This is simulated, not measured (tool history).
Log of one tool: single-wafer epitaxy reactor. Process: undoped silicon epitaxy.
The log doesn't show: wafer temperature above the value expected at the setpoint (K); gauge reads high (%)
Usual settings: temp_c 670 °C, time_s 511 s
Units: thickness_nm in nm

run	hour	temp_c	time_s	wafers since the last listed run	hours since the last pyrometer calibration	hours since the gauge calibration	read-back reference wafer on the same gauge, thickness_nm	thickness_nm
1	0	659	511	0	2324.8	92.4	135.207	118.086
2	23.9	659	511	98	2348.7	116.3	134.989	118.083
3	44.4	670	567	84	2369.2	136.8	135.094	166.94
4	56.6	670	567	50	2381.4	149	135.052	167.938
5	85.6	670	511	119	2410.4	178	135.047	151.765
6	113.9	670	511	116	2438.7	206.3	134.992	151.608
7	127.3	670	552	55	2452.1	219.7	134.986	164.422
8	150	670	552	93	2474.8	242.4	135.211	163.545
9	175.8	670	552	106	2500.6	268.2	134.987	164.004
10	190.2	663	511	59	2515	282.6	135.134	128.945
11	208.7	663	511	76	2533.5	301.1	135.075	128.766
12	235.4	670	548	109	2560.2	327.8	134.986	162.464
13	277.2	670	511	171	2602	369.6	135.122	150.917
14	306.9	670	511	122	2631.7	399.3	135.162	152.236
15	326.5	679	511	80	2651.3	418.9	134.949	184.97
16	349.7	679	511	95	2674.5	442.1	135.176	183.055
17	382.8	670	511	136	2707.6	475.2	135.07	151.221
18	405.1	657	511	91	2729.9	497.5	134.931	113.1
19	432.6	666	581	113	2757.4	525	134.859	159.343
20	463.2	670	511	125	2788	555.6	135.047	152.089
21	487.9	674	465	101	2812.7	580.3	135.041	150.909
22	502.8	675	613	61	2827.6	595.2	135.046	200.626
23	533.1	670	511	124	2857.9	625.5	134.878	152
24	546.3	678	468	54	2871.1	638.7	135.069	164.884
25	574.9	670	414	117	2899.7	667.3	134.995	122.686
26	600.3	670	511	104	2925.1	692.7	134.959	153.361
# hour 610.2: gauge calibrated
# hour 671: pyrometer calibrated
27	704.6	670	511	396	33.6	94.4	135.067	134.05
28	723.1	681	608	76	52.1	112.9	135.023	204.563
29	745.4	658	587	91	74.4	135.2	135.032	117.544
30	815.4	662	470	287	144.4	205.2	134.96	105.506
31	847.8	666	511	133	176.8	237.6	135.147	125.868
32	869.7	665	511	90	198.7	259.5	135.056	123.164

Forecast each of these 4 alternatives for the next run:
A	870.2	682	511	2	199.2	260	?	?
B	870.2	670	480	2	199.2	260	?	?
C	870.2	677	476	2	199.2	260	?	?
D	870.2	656	462	2	199.2	260	?	?

run	read-back reference wafer on the same gauge, thickness_nm	thickness_nm
A	135.007	177.201
B	135.007	128.068
C	135.007	148.111
D	135.007	89.965
Without the tool's hidden state the same runs would have given:
run	thickness_nm
A	176.788
B	127.761
C	147.761
D	89.742
